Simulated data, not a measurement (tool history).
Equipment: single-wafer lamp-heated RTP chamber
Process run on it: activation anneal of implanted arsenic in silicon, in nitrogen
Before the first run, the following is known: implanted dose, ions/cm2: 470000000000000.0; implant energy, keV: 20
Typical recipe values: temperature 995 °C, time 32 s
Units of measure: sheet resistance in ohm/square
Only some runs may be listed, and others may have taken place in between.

run	hour	temperature	time	read-back reference wafer on the same gauge, sheet resistance	sheet resistance
1	0	995	32	246.03	205.85
2	173.2	995	32	245.9	205.65
3	246.6	995	32	245.95	205.72
4	326.3	995	32	245.91	205.76
# hour 347.7: pyrometer window cleaned and pyrometer calibrated
5	372.5	995	32	246.05	205.65
6	414.5	995	32	245.94	205.3
7	482.3	995	32	246.08	205.52
8	559.1	995	32	246.05	205.24
# hour 583.9: reflector plate cleaned
9	631.5	995	43	245.93	203.47
10	692.4	966	13	246.1	211.63
11	737.6	995	14	246.05	208.89
# hour 787.1: reflector plate cleaned, repeated, since the last time left the tool worse
# hour 798.2: gauge calibrated
12	819.5	1024	45	245.97	199.3
# hour 903.8: pyrometer window cleaned and pyrometer calibrated
13	904.3	995	32	246.05	205.58
14	1006.1	974	26	246	209.3
15	1081.6	995	32	246.01	205.84
16	1162.2	1006	49	245.92	201.64
17	1198.8	1014	16	245.92	207.43
18	1295.5	981	20	246.05	209.37

Table of differences, measured result less the result of that run with no hidden state. Run-to-run variation is the same in both. Gauge scatter possibly is not:
What the log doesn't record here: true wafer temperature minus pyrometer reading, K; wafer temperature error from the tarnished reflector plate, K; gauge reads high (%).
run	sheet resistance
1	-0.11
2	-0.29
3	-0.37
4	-0.45
5	-0.51
6	-0.55
7	-0.62
8	-0.71
9	-1.37
10	-0.57
11	-0.85
12	-0.07
13	-0.14
14	-0.16
15	-0.32
16	-0.57
17	-0.41
18	-0.35

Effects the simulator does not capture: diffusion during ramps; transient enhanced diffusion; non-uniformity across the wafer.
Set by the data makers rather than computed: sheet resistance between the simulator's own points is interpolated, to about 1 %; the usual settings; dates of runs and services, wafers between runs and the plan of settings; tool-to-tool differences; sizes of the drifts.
